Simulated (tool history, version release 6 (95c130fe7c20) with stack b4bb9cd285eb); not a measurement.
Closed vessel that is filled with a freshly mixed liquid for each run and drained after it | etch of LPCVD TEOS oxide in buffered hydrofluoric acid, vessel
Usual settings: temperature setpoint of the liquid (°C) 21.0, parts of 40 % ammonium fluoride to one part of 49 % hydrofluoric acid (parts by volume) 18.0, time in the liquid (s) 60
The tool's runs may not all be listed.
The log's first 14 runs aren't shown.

run     day  temperature setpoint of the liquid (°C)  parts of 40 % ammonium fluoride to one part of 49 % hydrofluoric acid (parts by volume)  time in the liquid (s)  wafers since the last listed run  hours since the thermometer was replaced  hours since the hydrofluoric acid flow meter was replaced  hours since the gauge calibration  read-back film thickness of the LPCVD TEOS oxide reference wafer, read on the same gauge (nm)  thickness taken off the LPCVD TEOS oxide on a monitor wafer (Å)
 15   7.254                                     22.5                                                                                     18.0                      60                               744                                    1860.0                                                       19.3                               21.0                                                                                          79.96                                                            665.7
 16   7.958                                     21.0                                                                                     12.5                      35                              1057                                    1876.9                                                       36.2                               37.9                                                                                          80.00                                                            516.5
 17   8.683                                     21.0                                                                                     18.0                      30                              1088                                    1894.3                                                       53.6                               55.3                                                                                          79.98                                                            305.5
 18   9.179                                     21.0                                                                                     15.5                      90                               744                                    1906.2                                                       65.5                               67.2                                                                                          80.00                                                           1058.1
 19   9.525                                     21.0                                                                                     20.5                      40                               519                                    1914.5                                                       73.8                               75.5                                                                                          80.01                                                            355.3
 20  10.208                                     21.0                                                                                     24.5                      60                              1025                                    1930.9                                                       90.2                               91.9                                                                                          80.04                                                            474.6
 21  10.883                                     17.0                                                                                     20.5                      60                              1013                                    1947.1                                                      106.4                              108.1                                                                                          79.99                                                            427.7
     11.042  -- thermometer replaced
 22  11.425                                     18.5                                                                                     21.0                      80                               750                                       9.2                                                      119.4                              121.1                                                                                          80.03                                                            694.6
 23  12.112                                     17.5                                                                                     22.0                      35                              1032                                      25.7                                                      135.9                              137.6                                                                                          80.02                                                            280.0
 24  12.708                                     21.0                                                                                     16.0                      60                               894                                      40.0                                                      150.2                              151.9                                                                                          79.99                                                            769.4
 25  13.067                                     21.0                                                                                     14.0                      45                               537                                      48.6                                                      158.8                              160.5                                                                                          79.99                                                            663.8
 26  13.667                                     21.0                                                                                     18.0                      60                               900                                      63.0                                                      173.2                              174.9                                                                                          79.99                                                            686.5
 27  14.404                                     21.0                                                                                     20.0                      90                              1107                                      80.7                                                      190.9                              192.6                                                                                          79.99                                                            927.8
 28  15.025                                     21.0                                                                                     18.0                      60                               931                                      95.6                                                      205.8                              207.5                                                                                          79.98                                                            682.1
 29  15.338                                     21.0                                                                                     18.0                      60                               469                                     103.1                                                      213.3                              215.0                                                                                          80.04                                                            680.2
 30  15.675                                     25.5                                                                                     12.0                      60                               506                                     111.2                                                      221.4                              223.1                                                                                          80.02                                                           1307.8
 31  16.346                                     24.0                                                                                     14.0                      40                              1007                                     127.3                                                      237.5                              239.2                                                                                          79.98                                                            689.9
 32  17.021                                     21.0                                                                                     18.0                      60                              1013                                     143.5                                                      253.7                              255.4                                                                                          80.02                                                            681.3
 33  17.738                                     21.0                                                                                     21.0                      30                              1075                                     160.7                                                      270.9                              272.6                                                                                          80.00                                                            299.4

4 ways to go on from here, each from the tool as it stands after run 33. What would each give?
  A  17.767                                     21.0                                                                                     18.0                      60                                43                                     161.4                                                      271.6                              273.3                                                                                              ?                                                                ?
  B  17.767                                     21.0                                                                                     11.5                      75                                43                                     161.4                                                      271.6                              273.3                                                                                              ?                                                                ?
  C  17.767                                     19.5                                                                                     18.0                      60                                43                                     161.4                                                      271.6                              273.3                                                                                              ?                                                                ?
  D  17.767                                     26.0                                                                                     18.0                      30                                43                                     161.4                                                      271.6                              273.3                                                                                              ?                                                                ?

run  read-back film thickness of the LPCVD TEOS oxide reference wafer, read on the same gauge (nm)  thickness taken off the LPCVD TEOS oxide on a monitor wafer (Å)
  A                                                                                          80.04                                                            683.2
  B                                                                                          80.04                                                           1326.3
  C                                                                                          80.04                                                            628.1
  D                                                                                          80.04                                                            449.7
Without the tool's hidden state the same runs would have given:
run  thickness taken off the LPCVD TEOS oxide on a monitor wafer (Å)
  A                                                            696.3
  B                                                           1351.6
  C                                                            640.2
  D                                                            458.1
